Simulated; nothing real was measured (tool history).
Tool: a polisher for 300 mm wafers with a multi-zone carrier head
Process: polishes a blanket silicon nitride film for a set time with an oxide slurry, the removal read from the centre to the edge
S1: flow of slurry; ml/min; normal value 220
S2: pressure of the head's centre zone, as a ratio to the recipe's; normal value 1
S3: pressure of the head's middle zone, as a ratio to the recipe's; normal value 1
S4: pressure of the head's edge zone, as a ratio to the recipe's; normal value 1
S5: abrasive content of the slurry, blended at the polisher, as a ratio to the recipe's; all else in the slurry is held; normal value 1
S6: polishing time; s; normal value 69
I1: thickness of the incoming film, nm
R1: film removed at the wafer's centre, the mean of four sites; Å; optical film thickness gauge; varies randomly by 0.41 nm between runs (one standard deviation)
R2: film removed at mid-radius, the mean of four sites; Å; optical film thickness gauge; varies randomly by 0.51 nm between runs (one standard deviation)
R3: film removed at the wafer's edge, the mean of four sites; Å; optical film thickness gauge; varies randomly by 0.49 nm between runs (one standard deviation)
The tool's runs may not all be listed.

run,hour,S1,S2,S3,S4,S5,S6,I1,R1,R2,R3
1,0,220,1,1,1,1,69,536,467,478,475
# hour 12.4: slurry nozzle cleaned
2,100.7,220,1,1,1,1,69,531.2,478,487,473
3,171,220,1,1,1,1,69,528.2,471,477,469
# hour 189.1: worn pad replaced by a new one
# hour 236.3: slurry nozzle cleaned
4,257.2,220,1,1,1,1,69,534.9,476,495,483
5,358,220,1,1,1,1,69,531.6,470,477,473
# hour 389.9: carrier head's membrane replaced by a new one
# hour 401.3: edge zone pressure recalibrated
6,420.8,220,1,1,1,1,69,531.6,465,483,477
# hour 424.5: centre zone pressure recalibrated
# hour 428.5: worn pad replaced by a new one
7,463.5,220,1,1,1,1,69,542.2,457,475,470
# hour 521.8: slurry nozzle cleaned
8,548.4,190,0.89,1.03,1,1.15,69,524,447,533,512
9,615.6,220,1,0.91,0.91,1,46,539.3,317,298,304
# hour 670.9: worn pad replaced by a new one
10,708.4,220,1,0.94,1.11,0.8,50,531.4,302,295,316
11,748.3,220,1,0.91,0.91,1,46,527.6,309,295,295
# hour 787.6: slurry nozzle cleaned
12,851.8,220,1,1,1,1,69,526.9,484,496,477
# hour 903.1: worn pad replaced by a new one
# hour 1028.3: slurry nozzle cleaned
13,1080,220,1,1,1,1.3,60,530,457,472,476
14,1122.9,160,1.03,1,1,1,69,524.2,448,453,459
# hour 1128: centre zone pressure recalibrated
# hour 1151.7: worn pad replaced by a new one
15,1179.3,220,1,1,1,1,69,536.5,470,489,468

4 ways to go on from here, each from the tool as it stands after run 15. What would each give?
A,1179.7,220,1,0.9,1,1,69,537.3,?,?,?
B,1179.7,220,1,1.1,1,1,55,537.3,?,?,?
C,1179.7,220,1,1,1.07,1,86,537.3,?,?,?
D,1179.7,180,1,1,1.04,1,69,537.3,?,?,?

run,R1,R2,R3
A,465,437,471
B,371,413,374
C,580,595,606
D,443,457,465
Take away the tool's hidden state, keep each run's random variation, and the runs would have read:
run,R1,R2,R3
A,490,458,487
B,391,432,387
C,611,623,627
D,473,484,484

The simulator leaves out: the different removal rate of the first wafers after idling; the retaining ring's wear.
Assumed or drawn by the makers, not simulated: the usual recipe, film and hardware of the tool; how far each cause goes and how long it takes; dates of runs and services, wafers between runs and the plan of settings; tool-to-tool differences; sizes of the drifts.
